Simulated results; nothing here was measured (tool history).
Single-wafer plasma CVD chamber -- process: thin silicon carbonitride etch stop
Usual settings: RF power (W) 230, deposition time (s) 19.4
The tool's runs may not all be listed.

run	hour	RF power (W)	deposition time (s)	read-back reference wafer on the same gauge, thickness_nm	mean film thickness on the monitor wafer (Å)
1	0	230	19.4	12.501	116.55
2	17.2	230	19.4	12.476	116.93
3	26.6	230	19.4	12.52	116.93
4	44.1	230	17.8	12.491	106.73
5	58.3	230	17.8	12.483	106.77
6	67	230	17.8	12.519	106.86
7	76.6	195	17.2	12.476	97.14
8	91.1	195	17.2	12.483	98.21
9	99.9	195	17.2	12.483	96.57
10	109.9	200	19.4	12.484	110.87
11	121.6	200	19.4	12.51	111.11
# hour 130.6: RF generator calibrated
12	134.6	200	19.4	12.489	110.1
13	143.3	230	19.4	12.509	116.66
14	152.6	230	19.4	12.49	115.96
15	160.6	230	22.2	12.475	133.84
# hour 168.7: gauge calibrated
16	170.7	270	21.9	12.518	138.94
17	186.4	230	19.4	12.476	116.86
18	197	265	22	12.495	138.52
# hour 213.1: thermocouple changed; heater temperature recalibrated
19	213.6	220	19.4	12.496	114.59
20	225.9	195	21	12.506	118.51
21	234	245	21.5	12.494	132.23
22	249.8	230	19.4	12.528	116.5
# hour 265: showerhead replaced
23	265.5	190	22.6	12.533	126.66
24	269.9	185	18	12.513	100.09
25	276.3	210	22.7	12.499	132.53
26	288.3	270	20.9	12.503	132.01
27	303.6	230	19.4	12.491	116.89
28	315.4	230	21.4	12.502	129.61
29	332.6	230	21.9	12.508	130.9
30	343	265	22.1	12.521	139.18
31	354.8	205	21.2	12.487	122.11

4 options for the next run, each taken on its own from the tool as it stands now. Forecast them:
A	355.2	230	19.4	?	?
B	355.2	210	21.5	?	?
C	355.2	190	17.5	?	?
D	355.2	270	22.3	?	?

run	read-back reference wafer on the same gauge, thickness_nm	mean film thickness on the monitor wafer (Å)
A	12.494	116.4
B	12.494	124.87
C	12.494	98
D	12.494	141.51
With the hidden condition removed and each run's random variation left untouched, the same runs would have given:
run	mean film thickness on the monitor wafer (Å)
A	116.4
B	124.87
C	98
D	141.51
